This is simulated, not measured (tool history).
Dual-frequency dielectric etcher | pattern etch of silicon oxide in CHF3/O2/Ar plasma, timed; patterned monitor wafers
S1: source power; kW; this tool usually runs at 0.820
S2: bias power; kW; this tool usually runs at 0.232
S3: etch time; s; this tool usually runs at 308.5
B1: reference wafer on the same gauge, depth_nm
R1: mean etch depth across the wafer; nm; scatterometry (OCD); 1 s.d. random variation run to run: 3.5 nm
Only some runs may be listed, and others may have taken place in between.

run,hour,S1,S2,S3,B1,R1
1,0.0,0.820,0.232,308.5,845.7,801.7
2,17.8,0.820,0.232,308.5,845.6,799.5
3,53.1,0.960,0.232,263.5,844.2,716.5
4,71.1,0.820,0.232,308.5,846.4,792.1
5,101.8,0.820,0.232,308.5,846.8,794.7
# hour 117.1: bias power generator calibrated
6,132.9,0.820,0.263,308.5,845.7,849.9
# hour 134.2: gauge calibrated
7,168.3,0.820,0.232,308.5,845.5,795.7
# hour 187.7: source power generator calibrated
# hour 202.8: wet clean of the chamber
# hour 207.4: upper electrode replaced, of another model than before
8,207.9,0.670,0.256,350.5,845.5,845.8
9,208.3,0.960,0.232,263.5,845.0,745.0
10,209.4,0.820,0.232,265.5,846.6,694.7
11,227.1,0.880,0.254,371.0,845.4,1042.6
12,258.1,0.900,0.232,223.5,844.1,613.2
13,272.1,0.820,0.204,308.5,846.5,768.0
14,302.1,0.820,0.232,308.5,845.7,802.5
# hour 337.3: gauge calibrated
15,337.7,0.660,0.258,374.0,846.0,891.3

Difference, measured minus no-hidden-state, one row per run. Run-to-run variation is common to both terms; the gauge's own scatter need not be:
Hidden state present: etch rate over this chamber's usual, %; source power that arrives over what is set, %; bias power that arrives over what is set, %; gauge reads high (%).
run,R1
1,-6.7
2,-7.5
3,-8.4
4,-10.3
5,-11.8
6,-14.4
7,-15.3
8,-0.4
9,-0.4
10,-0.3
11,-1.8
12,-2.3
13,-3.5
14,-5.3
15,-7.9

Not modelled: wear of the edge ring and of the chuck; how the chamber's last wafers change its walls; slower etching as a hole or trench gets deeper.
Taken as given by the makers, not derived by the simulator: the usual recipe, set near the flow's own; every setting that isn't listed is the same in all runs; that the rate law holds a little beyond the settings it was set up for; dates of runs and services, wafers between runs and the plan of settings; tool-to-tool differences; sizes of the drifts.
